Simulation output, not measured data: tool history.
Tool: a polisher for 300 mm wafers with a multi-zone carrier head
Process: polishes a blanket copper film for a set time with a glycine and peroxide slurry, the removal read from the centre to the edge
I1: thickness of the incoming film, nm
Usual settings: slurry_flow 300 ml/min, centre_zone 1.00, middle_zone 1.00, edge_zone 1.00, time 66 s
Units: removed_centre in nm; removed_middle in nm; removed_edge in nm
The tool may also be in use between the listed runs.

run 1 hour=0.0 | slurry_flow=300 centre_zone=1.04 middle_zone=1.00 edge_zone=0.93 time=66 | I1=1061.1 | removed_centre=402.0 removed_middle=377.3 removed_edge=375.7
run 2 hour=68.9 | slurry_flow=300 centre_zone=1.00 middle_zone=1.00 edge_zone=0.95 time=51 | I1=1083.4 | removed_centre=286.1 removed_middle=284.5 removed_edge=280.5
run 3 hour=100.2 | slurry_flow=300 centre_zone=1.00 middle_zone=1.00 edge_zone=0.95 time=51 | I1=1036.5 | removed_centre=282.2 removed_middle=276.5 removed_edge=275.3
-- hour=142.2 worn pad replaced by a new one
run 4 hour=170.6 | slurry_flow=300 centre_zone=1.00 middle_zone=1.00 edge_zone=1.00 time=66 | I1=1078.0 | removed_centre=388.1 removed_middle=384.0 removed_edge=395.1
run 5 hour=199.1 | slurry_flow=300 centre_zone=1.00 middle_zone=1.00 edge_zone=1.00 time=66 | I1=1045.5 | removed_centre=395.6 removed_middle=385.7 removed_edge=385.1
-- hour=220.9 slurry nozzle cleaned
run 6 hour=233.4 | slurry_flow=300 centre_zone=1.00 middle_zone=1.00 edge_zone=0.93 time=66 | I1=1063.3 | removed_centre=412.6 removed_middle=392.6 removed_edge=398.3
-- hour=239.1 centre zone pressure recalibrated
-- hour=273.2 carrier head's membrane replaced by a new one
-- hour=280.2 edge zone pressure recalibrated
run 7 hour=305.3 | slurry_flow=300 centre_zone=1.00 middle_zone=1.00 edge_zone=0.93 time=66 | I1=1066.0 | removed_centre=394.5 removed_middle=374.5 removed_edge=381.1
run 8 hour=349.7 | slurry_flow=300 centre_zone=1.00 middle_zone=1.00 edge_zone=0.93 time=66 | I1=1036.4 | removed_centre=380.5 removed_middle=368.2 removed_edge=363.1
run 9 hour=394.1 | slurry_flow=300 centre_zone=1.08 middle_zone=1.00 edge_zone=0.90 time=66 | I1=1079.4 | removed_centre=393.1 removed_middle=368.8 removed_edge=355.5
run 10 hour=433.4 | slurry_flow=300 centre_zone=1.00 middle_zone=1.00 edge_zone=1.06 time=47 | I1=1060.9 | removed_centre=257.7 removed_middle=252.0 removed_edge=265.3
-- hour=443.3 worn pad replaced by a new one
run 11 hour=498.9 | slurry_flow=300 centre_zone=1.10 middle_zone=1.00 edge_zone=0.88 time=89 | I1=1039.9 | removed_centre=600.5 removed_middle=528.6 removed_edge=513.0
run 12 hour=559.4 | slurry_flow=300 centre_zone=1.11 middle_zone=1.00 edge_zone=1.00 time=66 | I1=1040.0 | removed_centre=435.8 removed_middle=373.7 removed_edge=393.6
run 13 hour=612.9 | slurry_flow=300 centre_zone=1.00 middle_zone=1.00 edge_zone=1.00 time=66 | I1=1080.3 | removed_centre=395.2 removed_middle=375.7 removed_edge=384.8
run 14 hour=679.9 | slurry_flow=300 centre_zone=1.00 middle_zone=1.06 edge_zone=1.00 time=66 | I1=1049.8 | removed_centre=360.7 removed_middle=384.4 removed_edge=377.4
run 15 hour=718.3 | slurry_flow=300 centre_zone=0.89 middle_zone=1.11 edge_zone=1.03 time=66 | I1=1049.9 | removed_centre=317.0 removed_middle=381.0 removed_edge=363.3
-- hour=753.6 worn pad replaced by a new one
run 16 hour=780.3 | slurry_flow=300 centre_zone=1.00 middle_zone=1.00 edge_zone=1.00 time=66 | I1=1060.8 | removed_centre=387.9 removed_middle=382.3 removed_edge=391.5
run 17 hour=843.5 | slurry_flow=390 centre_zone=0.94 middle_zone=0.92 edge_zone=0.92 time=66 | I1=1046.9 | removed_centre=371.4 removed_middle=367.3 removed_edge=383.0
run 18 hour=868.5 | slurry_flow=300 centre_zone=0.90 middle_zone=1.00 edge_zone=0.97 time=66 | I1=1078.6 | removed_centre=336.1 removed_middle=369.8 removed_edge=375.1
run 19 hour=925.6 | slurry_flow=300 centre_zone=1.00 middle_zone=1.00 edge_zone=1.00 time=66 | I1=1054.7 | removed_centre=368.9 removed_middle=357.0 removed_edge=375.6
run 20 hour=959.9 | slurry_flow=300 centre_zone=1.04 middle_zone=1.00 edge_zone=0.93 time=66 | I1=1077.8 | removed_centre=378.8 removed_middle=360.2 removed_edge=359.8
-- hour=1004.2 worn pad replaced by a new one
run 21 hour=1019.7 | slurry_flow=300 centre_zone=1.00 middle_zone=1.00 edge_zone=1.00 time=86 | I1=1060.9 | removed_centre=508.9 removed_middle=491.2 removed_edge=525.6
-- hour=1048.0 slurry nozzle cleaned
run 22 hour=1080.5 | slurry_flow=370 centre_zone=1.10 middle_zone=1.00 edge_zone=1.06 time=66 | I1=1070.7 | removed_centre=459.3 removed_middle=401.9 removed_edge=414.5

4 ways to go on from here, each from the tool as it stands after run 22. What would each give?
run A hour=1080.9 | slurry_flow=300 centre_zone=1.00 middle_zone=1.00 edge_zone=1.00 time=66 | I1=1059.2 | removed_centre=? removed_middle=? removed_edge=?
run B hour=1080.9 | slurry_flow=235 centre_zone=1.11 middle_zone=1.00 edge_zone=1.00 time=66 | I1=1059.2 | removed_centre=? removed_middle=? removed_edge=?
run C hour=1080.9 | slurry_flow=400 centre_zone=0.96 middle_zone=0.93 edge_zone=1.00 time=66 | I1=1059.2 | removed_centre=? removed_middle=? removed_edge=?
run D hour=1080.9 | slurry_flow=300 centre_zone=1.00 middle_zone=1.00 edge_zone=0.96 time=82 | I1=1059.2 | removed_centre=? removed_middle=? removed_edge=?

run=A removed_centre=406.4 removed_middle=397.2 removed_edge=411.3
run=B removed_centre=440.0 removed_middle=387.9 removed_edge=404.2
run=C removed_centre=399.8 removed_middle=382.5 removed_edge=419.0
run=D removed_centre=504.9 removed_middle=493.6 removed_edge=501.1
Without the tool's hidden state the same runs would have given:
run=A removed_centre=415.0 removed_middle=405.2 removed_edge=418.7
run=B removed_centre=450.2 removed_middle=396.5 removed_edge=412.0
run=C removed_centre=407.4 removed_middle=389.5 removed_edge=425.9
run=D removed_centre=515.6 removed_middle=503.5 removed_edge=510.1
